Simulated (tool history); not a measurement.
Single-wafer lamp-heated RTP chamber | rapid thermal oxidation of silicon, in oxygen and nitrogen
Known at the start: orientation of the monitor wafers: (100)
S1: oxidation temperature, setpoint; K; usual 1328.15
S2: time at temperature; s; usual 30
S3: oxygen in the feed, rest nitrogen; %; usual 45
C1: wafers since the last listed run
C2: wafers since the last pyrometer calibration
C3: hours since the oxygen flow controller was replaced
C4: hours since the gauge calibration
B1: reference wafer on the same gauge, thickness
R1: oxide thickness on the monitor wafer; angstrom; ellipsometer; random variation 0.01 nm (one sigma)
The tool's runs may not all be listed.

run 1 day=0.000 | S1=1328.15 S2=30 S3=45 | C1=0 C2=6495 C3=5990.2 C4=118.5 | B1=4.118 | R1=48.62
run 2 day=0.475 | S1=1328.15 S2=30 S3=45 | C1=73 C2=6569 C3=6001.6 C4=129.9 | B1=4.120 | R1=48.69
run 3 day=0.738 | S1=1328.15 S2=30 S3=45 | C1=40 C2=6609 C3=6007.9 C4=136.2 | B1=4.121 | R1=48.90
run 4 day=1.300 | S1=1328.15 S2=30 S3=45 | C1=86 C2=6696 C3=6021.4 C4=149.7 | B1=4.119 | R1=48.92
run 5 day=1.729 | S1=1328.15 S2=30 S3=45 | C1=66 C2=6762 C3=6031.7 C4=160.0 | B1=4.123 | R1=48.73
run 6 day=2.100 | S1=1328.15 S2=30 S3=45 | C1=57 C2=6819 C3=6040.6 C4=168.9 | B1=4.120 | R1=48.80
run 7 day=2.746 | S1=1328.15 S2=30 S3=45 | C1=99 C2=6919 C3=6056.1 C4=184.4 | B1=4.118 | R1=48.85
run 8 day=3.438 | S1=1328.15 S2=30 S3=45 | C1=106 C2=7025 C3=6072.7 C4=201.0 | B1=4.117 | R1=48.89
run 9 day=3.858 | S1=1328.15 S2=35 S3=45 | C1=64 C2=7090 C3=6082.8 C4=211.1 | B1=4.118 | R1=52.04
run 10 day=4.329 | S1=1328.15 S2=35 S3=45 | C1=72 C2=7163 C3=6094.1 C4=222.4 | B1=4.123 | R1=52.17
run 11 day=5.054 | S1=1328.15 S2=35 S3=45 | C1=111 C2=7275 C3=6111.5 C4=239.8 | B1=4.118 | R1=52.26
run 12 day=5.717 | S1=1328.15 S2=30 S3=51 | C1=102 C2=7377 C3=6127.4 C4=255.7 | B1=4.117 | R1=51.07
run 13 day=6.125 | S1=1328.15 S2=30 S3=51 | C1=62 C2=7440 C3=6137.2 C4=265.5 | B1=4.121 | R1=51.34
-- day=7.533 oxygen flow controller replaced
run 14 day=7.554 | S1=1328.15 S2=30 S3=45 | C1=169 C2=7609 C3=0.5 C4=299.8 | B1=4.119 | R1=48.97
run 15 day=8.158 | S1=1328.15 S2=30 S3=37 | C1=93 C2=7702 C3=15.0 C4=314.3 | B1=4.118 | R1=45.80
run 16 day=8.704 | S1=1328.15 S2=30 S3=37 | C1=84 C2=7786 C3=28.1 C4=327.4 | B1=4.119 | R1=46.12
run 17 day=9.288 | S1=1328.15 S2=39 S3=64 | C1=89 C2=7876 C3=42.1 C4=341.4 | B1=4.123 | R1=62.02
run 18 day=9.950 | S1=1328.15 S2=42 S3=45 | C1=102 C2=7978 C3=58.0 C4=357.3 | B1=4.116 | R1=56.77
-- day=10.396 gauge calibrated
-- day=11.221 pyrometer window cleaned and pyrometer calibrated
run 19 day=11.417 | S1=1328.15 S2=42 S3=45 | C1=174 C2=30 C3=93.2 C4=24.5 | B1=4.119 | R1=54.12
run 20 day=11.817 | S1=1328.15 S2=42 S3=45 | C1=61 C2=92 C3=102.8 C4=34.1 | B1=4.119 | R1=54.01
run 21 day=12.400 | S1=1318.15 S2=42 S3=45 | C1=89 C2=181 C3=116.8 C4=48.1 | B1=4.120 | R1=50.52
run 22 day=12.846 | S1=1349.15 S2=36 S3=45 | C1=68 C2=250 C3=127.5 C4=58.8 | B1=4.118 | R1=58.22
run 23 day=13.104 | S1=1328.15 S2=30 S3=67 | C1=39 C2=290 C3=133.7 C4=65.0 | B1=4.121 | R1=53.99
run 24 day=13.392 | S1=1342.15 S2=30 S3=71 | C1=44 C2=334 C3=140.6 C4=71.9 | B1=4.121 | R1=60.42
run 25 day=13.704 | S1=1313.15 S2=38 S3=62 | C1=48 C2=383 C3=148.1 C4=79.4 | B1=4.120 | R1=52.32
run 26 day=14.408 | S1=1305.15 S2=21 S3=27 | C1=108 C2=491 C3=165.0 C4=96.3 | B1=4.119 | R1=30.61
run 27 day=14.958 | S1=1328.15 S2=36 S3=59 | C1=84 C2=576 C3=178.2 C4=109.5 | B1=4.119 | R1=55.72
run 28 day=15.325 | S1=1328.15 S2=30 S3=45 | C1=56 C2=633 C3=187.0 C4=118.3 | B1=4.121 | R1=47.04
run 29 day=15.692 | S1=1300.15 S2=30 S3=45 | C1=56 C2=689 C3=195.8 C4=127.1 | B1=4.123 | R1=39.05
run 30 day=15.979 | S1=1306.15 S2=42 S3=25 | C1=44 C2=734 C3=202.7 C4=134.0 | B1=4.120 | R1=38.64
run 31 day=16.400 | S1=1339.15 S2=20 S3=24 | C1=64 C2=798 C3=212.8 C4=144.1 | B1=4.121 | R1=35.23
run 32 day=16.708 | S1=1328.15 S2=30 S3=45 | C1=47 C2=846 C3=220.2 C4=151.5 | B1=4.117 | R1=47.20
run 33 day=17.146 | S1=1313.15 S2=39 S3=20 | C1=67 C2=913 C3=230.7 C4=162.0 | B1=4.119 | R1=36.75
run 34 day=17.604 | S1=1328.15 S2=30 S3=45 | C1=70 C2=984 C3=241.7 C4=173.0 | B1=4.123 | R1=47.01
run 35 day=17.946 | S1=1328.15 S2=20 S3=71 | C1=52 C2=1037 C3=249.9 C4=181.2 | B1=4.118 | R1=46.79
run 36 day=18.217 | S1=1358.15 S2=30 S3=36 | C1=41 C2=1079 C3=256.4 C4=187.7 | B1=4.121 | R1=53.24
run 37 day=18.896 | S1=1328.15 S2=30 S3=45 | C1=104 C2=1183 C3=272.7 C4=204.0 | B1=4.119 | R1=47.29
run 38 day=19.171 | S1=1328.15 S2=30 S3=45 | C1=42 C2=1226 C3=279.3 C4=210.6 | B1=4.119 | R1=47.17

3 ways to go on from here, each from the tool as it stands after run 38. What would each give?
run A day=19.192 | S1=1328.15 S2=30 S3=45 | C1=3 C2=1229 C3=279.8 C4=211.1 | B1=? | R1=?
run B day=19.192 | S1=1328.15 S2=23 S3=57 | C1=3 C2=1229 C3=279.8 C4=211.1 | B1=? | R1=?
run C day=19.192 | S1=1344.15 S2=30 S3=45 | C1=3 C2=1229 C3=279.8 C4=211.1 | B1=? | R1=?

run=A B1=4.122 R1=47.24
run=B B1=4.122 R1=45.89
run=C B1=4.122 R1=52.42
Without the tool's hidden state the same runs would have given:
run=A R1=46.79
run=B R1=45.46
run=C R1=51.93
